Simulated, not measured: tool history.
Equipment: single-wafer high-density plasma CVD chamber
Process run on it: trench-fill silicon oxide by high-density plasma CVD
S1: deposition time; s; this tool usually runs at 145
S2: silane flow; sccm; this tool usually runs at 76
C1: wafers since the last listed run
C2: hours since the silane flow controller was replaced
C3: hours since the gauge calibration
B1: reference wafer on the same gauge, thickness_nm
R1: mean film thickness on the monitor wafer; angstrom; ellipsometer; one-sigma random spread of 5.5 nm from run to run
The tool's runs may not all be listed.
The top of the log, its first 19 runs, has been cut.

run,day,S1,S2,C1,C2,C3,B1,R1
20,39.004,145,76,333,2005.1,160.0,1078.742,10740.54
21,40.729,167,66,549,2046.5,201.4,1080.175,11084.67
22,43.125,145,90,763,2104.0,258.9,1079.260,12509.60
23,45.158,163,82,647,2152.8,307.7,1078.239,12962.12
# day 51.200: silane flow controller replaced
24,51.221,145,76,1825,0.5,453.2,1079.676,11775.89
25,52.633,132,84,449,34.4,487.1,1081.648,11708.24
26,54.417,136,84,568,77.2,529.9,1079.863,11944.75
27,56.146,145,65,550,118.7,571.4,1079.616,10355.65
28,58.954,145,90,894,186.1,638.8,1078.954,13527.91
29,60.054,145,76,350,212.5,665.2,1080.834,11786.66
30,66.271,145,88,1980,361.7,814.4,1082.243,13190.09
31,67.867,121,62,508,400.0,852.7,1079.959,8382.43
# day 68.771: silane flow controller replaced, repeated, since the last time left the tool worse
32,70.283,145,82,663,36.3,910.7,1081.765,11927.60
33,73.075,172,89,889,103.3,977.7,1079.216,15202.03
34,75.788,172,80,864,168.4,1042.8,1081.465,13921.60
35,79.096,161,76,1053,247.8,1122.2,1078.423,12336.60
36,80.729,145,68,520,287.0,1161.4,1079.365,10255.51

Predict each of these 5 candidate next runs independently; none follows another, all start after run 36:
A,80.746,145,76,5,287.4,1161.8,?,?
B,80.746,131,64,5,287.4,1161.8,?,?
C,80.746,167,82,5,287.4,1161.8,?,?
D,80.746,155,67,5,287.4,1161.8,?,?
E,80.746,173,63,5,287.4,1161.8,?,?

run,B1,R1
A,1081.342,11217.04
B,1081.342,8833.99
C,1081.342,13747.58
D,1081.342,10836.98
E,1081.342,11523.19
What these runs would have given with no unlogged condition in the tool:
run,R1
A,11210.72
B,8829.01
C,13739.83
D,10830.88
E,11516.70
